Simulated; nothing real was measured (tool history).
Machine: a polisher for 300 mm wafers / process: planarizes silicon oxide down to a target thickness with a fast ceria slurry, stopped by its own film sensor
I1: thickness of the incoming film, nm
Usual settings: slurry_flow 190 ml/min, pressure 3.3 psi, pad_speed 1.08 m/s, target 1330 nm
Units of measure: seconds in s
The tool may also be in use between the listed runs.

run 1 hour=0.0 | slurry_flow=190 pressure=3.3 pad_speed=1.08 target=1330 | I1=3094.9 | seconds=87.4
run 2 hour=20.3 | slurry_flow=190 pressure=3.3 pad_speed=1.08 target=1330 | I1=3144.0 | seconds=88.1
run 3 hour=69.1 | slurry_flow=190 pressure=3.3 pad_speed=1.08 target=1330 | I1=3118.5 | seconds=92.4
run 4 hour=87.8 | slurry_flow=190 pressure=3.3 pad_speed=1.24 target=1330 | I1=3112.7 | seconds=78.4
run 5 hour=104.4 | slurry_flow=190 pressure=3.3 pad_speed=1.24 target=1330 | I1=3149.0 | seconds=85.0
-- hour=123.3 worn pad replaced by a new one
run 6 hour=127.0 | slurry_flow=190 pressure=3.3 pad_speed=1.24 target=1330 | I1=3063.2 | seconds=74.3
run 7 hour=152.0 | slurry_flow=190 pressure=3.3 pad_speed=1.08 target=1330 | I1=3122.5 | seconds=86.9
run 8 hour=165.5 | slurry_flow=190 pressure=3.3 pad_speed=1.08 target=1330 | I1=3113.1 | seconds=87.4
run 9 hour=187.4 | slurry_flow=190 pressure=3.3 pad_speed=1.08 target=1330 | I1=3113.1 | seconds=87.0
run 10 hour=203.2 | slurry_flow=190 pressure=3.3 pad_speed=1.08 target=1330 | I1=3074.7 | seconds=86.1
run 11 hour=230.6 | slurry_flow=190 pressure=3.3 pad_speed=1.08 target=1330 | I1=3071.4 | seconds=88.5
run 12 hour=253.8 | slurry_flow=190 pressure=3.3 pad_speed=1.08 target=1330 | I1=3139.7 | seconds=93.9
-- hour=292.3 worn pad replaced by a new one
run 13 hour=302.3 | slurry_flow=190 pressure=3.3 pad_speed=1.08 target=1330 | I1=3113.9 | seconds=89.7
run 14 hour=331.8 | slurry_flow=190 pressure=3.3 pad_speed=1.08 target=1330 | I1=3142.0 | seconds=91.7
-- hour=352.3 slurry nozzle cleaned
-- hour=394.5 head pressure recalibrated
run 15 hour=394.8 | slurry_flow=190 pressure=3.3 pad_speed=1.08 target=1330 | I1=3114.7 | seconds=88.7
run 16 hour=418.4 | slurry_flow=190 pressure=3.3 pad_speed=1.08 target=1330 | I1=3192.8 | seconds=98.4
run 17 hour=445.7 | slurry_flow=190 pressure=3.3 pad_speed=1.08 target=1330 | I1=3140.4 | seconds=96.9
-- hour=458.6 worn pad replaced by a new one, of another model than before
run 18 hour=468.2 | slurry_flow=190 pressure=3.3 pad_speed=1.08 target=1941 | I1=3152.3 | seconds=58.1
run 19 hour=483.8 | slurry_flow=190 pressure=3.3 pad_speed=1.08 target=1330 | I1=3125.8 | seconds=89.9
run 20 hour=505.0 | slurry_flow=190 pressure=2.5 pad_speed=1.08 target=804 | I1=3134.5 | seconds=122.6
run 21 hour=533.5 | slurry_flow=160 pressure=4.4 pad_speed=0.92 target=933 | I1=3134.2 | seconds=108.3
run 22 hour=564.8 | slurry_flow=190 pressure=3.3 pad_speed=1.08 target=875 | I1=3138.7 | seconds=112.0
run 23 hour=593.1 | slurry_flow=190 pressure=3.3 pad_speed=1.44 target=811 | I1=3168.7 | seconds=100.5
-- hour=622.4 worn pad replaced by a new one
run 24 hour=626.2 | slurry_flow=190 pressure=3.8 pad_speed=1.40 target=1330 | I1=3101.2 | seconds=69.0
run 25 hour=656.3 | slurry_flow=190 pressure=3.3 pad_speed=1.08 target=1330 | I1=3097.0 | seconds=82.8
run 26 hour=683.9 | slurry_flow=190 pressure=3.3 pad_speed=1.36 target=1330 | I1=3131.4 | seconds=74.8
run 27 hour=710.3 | slurry_flow=190 pressure=2.2 pad_speed=1.08 target=1330 | I1=3171.2 | seconds=101.4
run 28 hour=737.6 | slurry_flow=190 pressure=3.3 pad_speed=1.08 target=1330 | I1=3150.5 | seconds=90.7
run 29 hour=764.8 | slurry_flow=215 pressure=3.8 pad_speed=0.98 target=971 | I1=3094.1 | seconds=106.4
-- hour=787.7 worn pad replaced by a new one
run 30 hour=797.0 | slurry_flow=190 pressure=3.3 pad_speed=1.08 target=1330 | I1=3108.9 | seconds=86.4
run 31 hour=820.9 | slurry_flow=190 pressure=3.3 pad_speed=1.08 target=1330 | I1=3155.5 | seconds=89.0
run 32 hour=842.2 | slurry_flow=135 pressure=3.3 pad_speed=0.82 target=1330 | I1=3153.5 | seconds=112.5
run 33 hour=878.0 | slurry_flow=190 pressure=3.3 pad_speed=1.08 target=924 | I1=3144.7 | seconds=109.6
run 34 hour=896.1 | slurry_flow=125 pressure=2.2 pad_speed=0.72 target=879 | I1=3105.9 | seconds=175.6

Alternative continuations, all from the tool just after run 34; predict every row:
run A hour=896.5 | slurry_flow=190 pressure=3.3 pad_speed=1.08 target=1330 | I1=3114.4 | seconds=?
run B hour=896.5 | slurry_flow=190 pressure=4.4 pad_speed=1.44 target=1117 | I1=3114.4 | seconds=?
run C hour=896.5 | slurry_flow=165 pressure=4.1 pad_speed=1.08 target=874 | I1=3114.4 | seconds=?
run D hour=896.5 | slurry_flow=150 pressure=2.7 pad_speed=1.08 target=1844 | I1=3114.4 | seconds=?

run=A seconds=90.3
run=B seconds=74.1
run=C seconds=106.1
run=D seconds=70.6
Take away the tool's hidden state, keep each run's random variation, and the runs would have read:
run=A seconds=85.1
run=B seconds=69.9
run=C seconds=100.0
run=D seconds=66.5

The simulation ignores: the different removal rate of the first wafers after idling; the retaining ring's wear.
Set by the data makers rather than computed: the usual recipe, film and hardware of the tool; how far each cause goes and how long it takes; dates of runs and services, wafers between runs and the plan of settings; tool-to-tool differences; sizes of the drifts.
